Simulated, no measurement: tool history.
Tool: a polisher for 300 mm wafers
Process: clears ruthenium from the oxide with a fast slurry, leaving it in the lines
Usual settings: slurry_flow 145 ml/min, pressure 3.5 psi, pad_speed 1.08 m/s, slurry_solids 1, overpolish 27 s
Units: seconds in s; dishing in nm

| run | hour | slurry_flow | pressure | pad_speed | slurry_solids | overpolish | incoming thickness of the incoming film, nm | seconds | dishing |
|---|---|---|---|---|---|---|---|---|---|
| 1 | 0 | 145 | 3.5 | 1.08 | 1 | 27 | 261.1 | 57.6 | 48.2 |
| 2 | 28.2 | 145 | 3.5 | 1.22 | 1 | 27 | 262.5 | 50.7 | 50.4 |
| 3 | 70.9 | 145 | 3.5 | 1.22 | 1 | 27 | 256.4 | 49.6 | 50.2 |
| 4 | 132.3 | 145 | 3.5 | 1.22 | 1 | 27 | 262.3 | 50.6 | 49.9 |
| 5 | 181.9 | 170 | 3.5 | 1.08 | 1 | 27 | 261.4 | 55.5 | 47.9 |
|  | 206.6 | worn pad replaced by a new one |
| 6 | 210.1 | 170 | 3.5 | 1.08 | 1 | 27 | 260.1 | 55.8 | 48 |
| 7 | 261.5 | 145 | 3.5 | 1.08 | 1 | 27 | 260.9 | 56.7 | 48.1 |
|  | 291.1 | slurry nozzle cleaned |
| 8 | 308.5 | 145 | 3.5 | 1.08 | 1 | 27 | 262.8 | 58 | 48.4 |
| 9 | 372.1 | 145 | 3.5 | 1.08 | 1 | 27 | 264 | 57.6 | 48.6 |
|  | 381.3 | slurry blender recalibrated |
| 10 | 428 | 145 | 3.5 | 1.08 | 1 | 36 | 259.9 | 56.7 | 52.6 |
| 11 | 471.2 | 145 | 3.5 | 1.08 | 1 | 36 | 258.4 | 56.7 | 52.5 |
|  | 525.3 | worn pad replaced by a new one |
| 12 | 540.7 | 145 | 3.5 | 1.08 | 1 | 36 | 260.5 | 56.8 | 51.3 |
| 13 | 612 | 145 | 2.5 | 1.08 | 1.25 | 20 | 262 | 65.8 | 39.7 |
|  | 626.2 | head pressure recalibrated |
|  | 665.1 | slurry nozzle cleaned |
| 14 | 669.1 | 145 | 3.5 | 1.08 | 1 | 27 | 260.1 | 55.8 | 48.3 |
| 15 | 698.6 | 100 | 2.4 | 0.72 | 1 | 21 | 260.4 | 122.8 | 27.1 |
| 16 | 768.9 | 145 | 3.5 | 1.08 | 0.75 | 27 | 255.5 | 71.3 | 43.9 |
| 17 | 794.5 | 145 | 3.5 | 1.08 | 1 | 14 | 258.1 | 57.2 | 34.5 |
|  | 797.5 | slurry blender recalibrated |
|  | 834.7 | worn pad replaced by a new one |
| 18 | 957.3 | 145 | 3.5 | 1.08 | 1 | 27 | 259.3 | 56.9 | 49.5 |
|  | 1004.4 | slurry nozzle cleaned |
| 19 | 1020.3 | 145 | 3.5 | 1.08 | 1 | 27 | 262.8 | 57.5 | 48.4 |
| 20 | 1088.8 | 185 | 3.5 | 1.42 | 1 | 43 | 260 | 40.7 | 56.3 |
| 21 | 1131.9 | 145 | 3.5 | 1.08 | 1 | 27 | 259 | 56.2 | 48.5 |
| 22 | 1172.8 | 180 | 3.5 | 1.08 | 1 | 27 | 258.3 | 54.4 | 49.1 |
|  | 1193.8 | worn pad replaced by a new one |
| 23 | 1211.6 | 145 | 3.5 | 1.08 | 1 | 27 | 259.8 | 56.9 | 48.6 |
|  | 1214.7 | slurry blender recalibrated |
| 24 | 1265.2 | 145 | 3.5 | 1.08 | 1 | 27 | 263.3 | 57.1 | 47.9 |
| 25 | 1332.1 | 165 | 4.1 | 1.08 | 1 | 27 | 255.4 | 48.7 | 51.4 |
|  | 1376.2 | slurry nozzle cleaned |
| 26 | 1401.6 | 145 | 3.5 | 0.78 | 1 | 33 | 259.3 | 79.5 | 45.8 |
| 27 | 1456.8 | 125 | 3.5 | 1.08 | 1 | 27 | 260.4 | 58.4 | 48.1 |
|  | 1523.1 | worn pad replaced by a new one |
| 28 | 1543 | 145 | 3.5 | 1.26 | 1 | 18 | 256.6 | 48.1 | 44.1 |

4 ways to go on from here, each from the tool as it stands after run 28. What would each give?
| A | 1543.5 | 185 | 3.5 | 1.08 | 1 | 27 | 260.1 | ? | ? |
| B | 1543.5 | 145 | 3.5 | 1.38 | 1 | 27 | 260.1 | ? | ? |
| C | 1543.5 | 145 | 2.8 | 1.08 | 1 | 15 | 260.1 | ? | ? |
| D | 1543.5 | 145 | 4 | 1.08 | 0.85 | 27 | 260.1 | ? | ? |

| run | seconds | dishing |
|---|---|---|
| A | 55.5 | 48.7 |
| B | 45.3 | 51.8 |
| C | 69.2 | 32.5 |
| D | 59 | 47.6 |
Without the tool's hidden state the same runs would have given:
| run | seconds | dishing |
|---|---|---|
| A | 55.5 | 48.7 |
| B | 45.3 | 51.8 |
| C | 69.2 | 32.5 |
| D | 59 | 47.6 |

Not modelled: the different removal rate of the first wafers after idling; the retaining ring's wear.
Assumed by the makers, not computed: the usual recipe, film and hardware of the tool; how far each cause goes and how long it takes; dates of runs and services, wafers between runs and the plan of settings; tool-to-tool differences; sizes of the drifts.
